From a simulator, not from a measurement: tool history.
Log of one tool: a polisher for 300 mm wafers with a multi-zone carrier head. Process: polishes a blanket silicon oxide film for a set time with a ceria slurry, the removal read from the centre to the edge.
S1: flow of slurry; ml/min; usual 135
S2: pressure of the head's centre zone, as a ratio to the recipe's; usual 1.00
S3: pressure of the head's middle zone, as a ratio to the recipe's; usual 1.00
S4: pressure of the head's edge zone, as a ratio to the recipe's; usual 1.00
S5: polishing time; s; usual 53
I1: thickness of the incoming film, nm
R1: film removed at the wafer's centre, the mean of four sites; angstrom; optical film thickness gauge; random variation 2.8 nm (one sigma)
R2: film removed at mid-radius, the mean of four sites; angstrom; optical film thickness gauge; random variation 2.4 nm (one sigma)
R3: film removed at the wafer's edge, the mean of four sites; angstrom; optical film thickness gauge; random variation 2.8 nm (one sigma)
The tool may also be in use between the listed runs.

run	day	S1	S2	S3	S4	S5	I1	R1	R2	R3
1	0.000	135	1.00	1.00	1.00	67	1108.7	2451	2422	2477
2	2.096	180	1.00	1.07	0.95	53	1086.3	1964	2145	1967
3	4.533	135	0.95	1.00	1.00	43	1098.4	1480	1580	1585
4	5.779	135	1.12	1.09	0.88	53	1092.7	2136	2064	1833
5	8.767	135	1.00	1.00	1.08	53	1098.2	1881	1889	2081
6	9.783	135	1.00	1.00	1.03	53	1116.3	1883	1949	2018
# day 10.488: edge zone pressure recalibrated
7	10.933	135	1.00	1.00	1.00	53	1111.2	1862	1925	1982
8	11.938	135	0.94	0.94	1.05	53	1102.5	1774	1807	2063
# day 14.162: worn pad replaced by a new one
9	14.754	100	0.97	1.00	1.00	53	1112.2	1746	1804	1960
10	17.517	135	1.00	1.11	1.00	53	1106.8	1942	2140	1968
11	20.150	135	1.00	1.00	1.00	53	1101.2	1903	1913	2027
12	22.600	135	1.00	1.00	1.00	61	1093.5	2187	2226	2282
# day 24.012: slurry nozzle cleaned
13	24.367	115	1.00	1.00	1.00	53	1103.0	1849	1822	1920
# day 24.817: centre zone pressure recalibrated
14	26.179	135	1.00	1.00	1.00	53	1113.1	1886	1915	1994
15	28.812	120	0.92	1.00	1.00	53	1091.1	1753	1898	1969
16	29.988	170	1.00	1.08	0.93	37	1103.1	1419	1469	1344
17	32.208	100	1.00	1.00	0.90	53	1114.2	1781	1789	1851
18	33.896	175	1.00	1.03	0.89	64	1113.8	2378	2444	2372
19	35.654	135	1.00	1.00	1.00	53	1117.0	1909	1926	2033
20	37.575	135	1.08	1.00	1.00	71	1113.7	2734	2537	2639
# day 39.150: worn pad replaced by a new one
21	39.508	135	1.00	1.00	1.00	70	1104.8	2543	2516	2627
22	42.367	135	1.00	1.00	1.00	53	1119.1	1866	1894	1941

Forecast each of these 4 alternatives for the next run:
A	42.383	135	1.00	1.00	1.00	59	1118.2	?	?	?
B	42.383	170	1.00	1.00	1.00	53	1118.2	?	?	?
C	42.383	135	1.11	0.95	1.00	53	1118.2	?	?	?
D	42.383	165	1.12	1.00	0.91	45	1118.2	?	?	?

run	R1	R2	R3
A	2048	2147	2218
B	1919	2002	2046
C	2043	1846	1994
D	1817	1691	1665
Without the tool's hidden state the same runs would have given:
run	R1	R2	R3
A	2048	2147	2218
B	1919	2002	2046
C	2043	1846	1994
D	1817	1691	1665

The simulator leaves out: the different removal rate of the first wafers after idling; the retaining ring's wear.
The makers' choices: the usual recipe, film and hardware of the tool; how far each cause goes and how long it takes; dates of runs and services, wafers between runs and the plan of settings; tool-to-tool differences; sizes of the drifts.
